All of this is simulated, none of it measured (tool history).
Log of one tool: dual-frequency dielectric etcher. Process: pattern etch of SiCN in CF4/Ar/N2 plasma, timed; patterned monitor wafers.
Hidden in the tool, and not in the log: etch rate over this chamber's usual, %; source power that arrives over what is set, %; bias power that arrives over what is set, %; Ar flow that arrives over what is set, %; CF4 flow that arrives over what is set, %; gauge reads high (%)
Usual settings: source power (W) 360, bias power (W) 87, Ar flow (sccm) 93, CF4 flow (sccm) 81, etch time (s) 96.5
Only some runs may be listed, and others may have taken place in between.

run   hour  source power (W)  bias power (W)  Ar flow (sccm)  CF4 flow (sccm)  etch time (s)  wafers since the last listed run  hours since the last wet clean  hours since the last source power generator calibration  hours since the last bias power generator calibration  hours since the last Ar flow controller change  hours since the last CF4 flow controller change  hours since the last upper electrode change  hours since the gauge calibration  read-back reference wafer on the same gauge, depth_nm  mean etch depth across the wafer (angstrom)
  1    0.0               290              87              93               81           96.5                                 0                           273.3                                                   3519.0                                                 1007.8                                          2574.5                                           4515.3                                       3879.4                             1070.9                                                   76.3                                          545
      58.6  -- wet clean of the chamber
  2   69.6               290              87              93               81           96.5                               531                            11.0                                                   3588.6                                                 1077.4                                          2644.1                                           4584.9                                       3949.0                             1140.5                                                   76.3                                          548
  3  133.9               360              87              93               81           96.5                               749                            75.3                                                   3652.9                                                 1141.7                                          2708.4                                           4649.2                                       4013.3                             1204.8                                                   76.3                                          691
     140.1  -- gauge calibrated
  4  159.5               360              95              93               81           96.5                               298                           100.9                                                   3678.5                                                 1167.3                                          2734.0                                           4674.8                                       4038.9                               19.4                                                   76.3                                          711
  5  203.9               360              95              93               81           96.5                               517                           145.3                                                   3722.9                                                 1211.7                                          2778.4                                           4719.2                                       4083.3                               63.8                                                   76.3                                          712
  6  231.0               360              95              93               81           96.5                               315                           172.4                                                   3750.0                                                 1238.8                                          2805.5                                           4746.3                                       4110.4                               90.9                                                   76.3                                          708
  7  282.7               310              87              93               63           96.5                               602                           224.1                                                   3801.7                                                 1290.5                                          2857.2                                           4798.0                                       4162.1                              142.6                                                   76.3                                          570
  8  339.0               360              87              93               90           96.5                               656                           280.4                                                   3858.0                                                 1346.8                                          2913.5                                           4854.3                                       4218.4                              198.9                                                   76.3                                          700
  9  368.4               430              87             101               99          112.5                               342                           309.8                                                   3887.4                                                 1376.2                                          2942.9                                           4883.7                                       4247.8                              228.3                                                   76.3                                          987
     402.3  -- wet clean of the chamber
 10  408.5               310              80              93               97          109.0                               187                             6.2                                                   3927.5                                                 1416.3                                          2983.0                                           4923.8                                       4287.9                              268.4                                                   76.3                                          667
     430.0  -- CF4 flow controller replaced
 11  454.6               360              78             104               81           96.5                               467                            52.3                                                   3973.6                                                 1462.4                                          3029.1                                             24.6                                       4334.0                              314.5                                                   76.3                                          658
     492.4  -- Ar flow controller replaced
 12  499.0               360              97              80               65           96.5                               447                            96.7                                                   4018.0                                                 1506.8                                             6.6                                             69.0                                       4378.4                              358.9                                                   76.3                                          708
     512.0  -- source power generator calibrated
     523.8  -- bias power generator calibrated
     538.3  -- upper electrode replaced
 13  544.5               400              87              93               81           96.5                               267                           142.2                                                     32.5                                                   20.7                                            52.1                                            114.5                                          6.2                              404.4                                                   76.3                                          784
 14  611.2               360             108              93               81          108.0                               777                           208.9                                                     99.2                                                   87.4                                           118.8                                            181.2                                         72.9                              471.1                                                   76.3                                          837
 15  645.0               360              87              93               81           96.5                               394                           242.7                                                    133.0                                                  121.2                                           152.6                                            215.0                                        106.7                              504.9                                                   76.3                                          699

What will run 16 give?
 16  712.8               430              97             107               81          115.5                               790                           310.5                                                    200.8                                                  189.0                                           220.4                                            282.8                                        174.5                              572.7                                                      ?                                            ?

For run 16 the tool returned read-back reference wafer on the same gauge, depth_nm 76.3, mean etch depth across the wafer (angstrom) 1017.
On a tool with no hidden condition, and with the same random variation, this run would have come out at mean etch depth across the wafer (angstrom) 1021.
